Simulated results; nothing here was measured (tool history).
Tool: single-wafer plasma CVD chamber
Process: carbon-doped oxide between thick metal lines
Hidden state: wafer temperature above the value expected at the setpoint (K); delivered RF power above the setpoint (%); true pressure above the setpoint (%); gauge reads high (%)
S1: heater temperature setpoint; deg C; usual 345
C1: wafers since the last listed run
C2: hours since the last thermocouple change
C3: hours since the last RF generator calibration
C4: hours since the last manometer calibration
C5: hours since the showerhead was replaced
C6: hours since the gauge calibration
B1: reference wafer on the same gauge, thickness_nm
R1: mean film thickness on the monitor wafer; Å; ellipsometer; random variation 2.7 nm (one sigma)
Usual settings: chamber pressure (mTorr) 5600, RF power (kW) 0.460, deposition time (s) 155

Run 1, day 0.000: usual settings but chamber pressure (mTorr) 6470; C1 0; C2 2485.0; C3 796.7; C4 686.4; C5 4121.6; C6 243.2; B1 581.940. Result: R1 7075.52 Å.
Run 2, day 1.954: usual settings but chamber pressure (mTorr) 6470; C1 383; C2 2531.9; C3 843.6; C4 733.3; C5 4168.5; C6 290.1; B1 582.044. Result: R1 7077.44 Å.
Run 3, day 2.658: usual settings but chamber pressure (mTorr) 6470; C1 138; C2 2548.8; C3 860.5; C4 750.2; C5 4185.4; C6 307.0; B1 582.014. Result: R1 7025.54 Å.
Run 4, day 3.246: usual settings but chamber pressure (mTorr) 4730, RF power (kW) 0.390; C1 115; C2 2562.9; C3 874.6; C4 764.3; C5 4199.5; C6 321.1; B1 581.717. Result: R1 6096.81 Å.
Run 5, day 3.704: usual settings but chamber pressure (mTorr) 4730, RF power (kW) 0.390; C1 89; C2 2573.9; C3 885.6; C4 775.3; C5 4210.5; C6 332.1; B1 582.329. Result: R1 6094.79 Å.
Run 6, day 4.121: usual settings but chamber pressure (mTorr) 4730, RF power (kW) 0.390; C1 81; C2 2583.9; C3 895.6; C4 785.3; C5 4220.5; C6 342.1; B1 582.304. Result: R1 6113.61 Å.
Run 7, day 4.721: usual settings but chamber pressure (mTorr) 4770; C1 117; C2 2598.3; C3 910.0; C4 799.7; C5 4234.9; C6 356.5; B1 581.964. Result: R1 6706.33 Å.
Run 8, day 5.112: usual settings but chamber pressure (mTorr) 4770; C1 76; C2 2607.7; C3 919.4; C4 809.1; C5 4244.3; C6 365.9; B1 581.660. Result: R1 6707.55 Å.
At day 5.492: RF generator calibrated.
Run 9, day 6.571: usual settings but chamber pressure (mTorr) 4770; C1 220; C2 2642.7; C3 25.9; C4 844.1; C5 4279.3; C6 400.9; B1 582.169. Result: R1 6499.93 Å.
At day 6.671: gauge calibrated.
Run 10, day 6.875: usual settings; C1 59; C2 2650.0; C3 33.2; C4 851.4; C5 4286.6; C6 4.9; B1 582.268. Result: R1 6671.96 Å.
Run 11, day 7.262: usual settings; C1 76; C2 2659.3; C3 42.5; C4 860.7; C5 4295.9; C6 14.2; B1 582.436. Result: R1 6694.63 Å.
Run 12, day 7.696: usual settings but RF power (kW) 0.400, deposition time (s) 168; C1 84; C2 2669.7; C3 52.9; C4 871.1; C5 4306.3; C6 24.6; B1 582.190. Result: R1 6682.61 Å.
At day 8.525: RF generator calibrated, repeated, since the last time left the tool worse.
At day 9.208: capacitance manometer re-zeroed and calibrated.
Run 13, day 9.238: usual settings but RF power (kW) 0.400, deposition time (s) 168; C1 171; C2 2706.7; C3 17.1; C4 0.7; C5 4343.3; C6 61.6; B1 581.845. Result: R1 7112.30 Å.
At day 9.846: thermocouple changed; heater temperature recalibrated.
Run 14, day 9.867: usual settings but RF power (kW) 0.400, deposition time (s) 168; C1 58; C2 0.5; C3 32.2; C4 15.8; C5 4358.4; C6 76.7; B1 582.257. Result: R1 7160.49 Å.
Run 15, day 10.462: usual settings; C1 116; C2 14.8; C3 46.5; C4 30.1; C5 4372.7; C6 91.0; B1 581.658. Result: R1 7102.30 Å.
Run 16, day 11.158: usual settings but RF power (kW) 0.385, deposition time (s) 174; C1 136; C2 31.5; C3 63.2; C4 46.8; C5 4389.4; C6 107.7; B1 581.731. Result: R1 7215.08 Å.
Run 17, day 11.496: usual settings but chamber pressure (mTorr) 5190, deposition time (s) 132; C1 66; C2 39.6; C3 71.3; C4 54.9; C5 4397.5; C6 115.8; B1 582.429. Result: R1 5988.55 Å.
Run 18, day 11.746: usual settings but S1 349 deg C, chamber pressure (mTorr) 5080, RF power (kW) 0.405, deposition time (s) 126; C1 49; C2 45.6; C3 77.3; C4 60.9; C5 4403.5; C6 121.8; B1 581.760. Result: R1 5189.98 Å.
Run 19, day 12.033: usual settings but chamber pressure (mTorr) 6470; C1 56; C2 52.5; C3 84.2; C4 67.8; C5 4410.4; C6 128.7; B1 581.595. Result: R1 7197.77 Å.
At day 12.933: showerhead replaced.
Run 20, day 12.954: usual settings but RF power (kW) 0.425, deposition time (s) 125; C1 115; C2 74.6; C3 106.3; C4 89.9; C5 0.5; C6 150.8; B1 582.194. Result: R1 5502.99 Å.
Run 21, day 13.183: usual settings; C1 44; C2 80.1; C3 111.8; C4 95.4; C5 6.0; C6 156.3; B1 581.732. Result: R1 7077.51 Å.
Run 22, day 13.796: usual settings but RF power (kW) 0.405, deposition time (s) 130; C1 120; C2 94.8; C3 126.5; C4 110.1; C5 20.7; C6 171.0; B1 582.051. Result: R1 5539.64 Å.
Run 23, day 14.475: usual settings but S1 335 deg C, chamber pressure (mTorr) 4280, deposition time (s) 146; C1 133; C2 111.1; C3 142.8; C4 126.4; C5 37.0; C6 187.3; B1 582.074. Result: R1 6595.66 Å.
Run 24, day 14.746: usual settings; C1 53; C2 117.6; C3 149.3; C4 132.9; C5 43.5; C6 193.8; B1 582.243. Result: R1 7101.76 Å.
Run 25, day 15.217: usual settings but RF power (kW) 0.505, deposition time (s) 172; C1 92; C2 128.9; C3 160.6; C4 144.2; C5 54.8; C6 205.1; B1 581.821. Result: R1 8245.08 Å.
Run 26, day 15.862: usual settings but chamber pressure (mTorr) 4980; C1 126; C2 144.4; C3 176.1; C4 159.7; C5 70.3; C6 220.6; B1 582.664. Result: R1 6925.95 Å.
Run 27, day 16.258: usual settings but S1 357 deg C, chamber pressure (mTorr) 4320, RF power (kW) 0.530, deposition time (s) 145; C1 77; C2 153.9; C3 185.6; C4 169.2; C5 79.8; C6 230.1; B1 582.372. Result: R1 6551.29 Å.
Run 28, day 16.800: usual settings; C1 106; C2 166.9; C3 198.6; C4 182.2; C5 92.8; C6 243.1; B1 581.561. Result: R1 7104.41 Å.

4 ways to go on from here, each from the tool as it stands after run 28. What would each give?
Run A, day 16.817: usual settings but S1 331 deg C; C1 3; C2 167.3; C3 199.0; C4 182.6; C5 93.2; C6 243.5; B1 ?. Result: R1 ?.
Run B, day 16.817: usual settings but chamber pressure (mTorr) 5010, RF power (kW) 0.510, deposition time (s) 170; C1 3; C2 167.3; C3 199.0; C4 182.6; C5 93.2; C6 243.5; B1 ?. Result: R1 ?.
Run C, day 16.817: usual settings but deposition time (s) 135; C1 3; C2 167.3; C3 199.0; C4 182.6; C5 93.2; C6 243.5; B1 ?. Result: R1 ?.
Run D, day 16.817: usual settings but S1 337 deg C, chamber pressure (mTorr) 6310, deposition time (s) 174; C1 3; C2 167.3; C3 199.0; C4 182.6; C5 93.2; C6 243.5; B1 ?. Result: R1 ?.

run       B1       R1
  A  581.507  7438.11
  B  581.507  8030.02
  C  581.507  6186.19
  D  581.507  8312.89
Without the tool's hidden state the same runs would have given:
run       R1
  A  7468.58
  B  8062.91
  C  6211.52
  D  8346.94
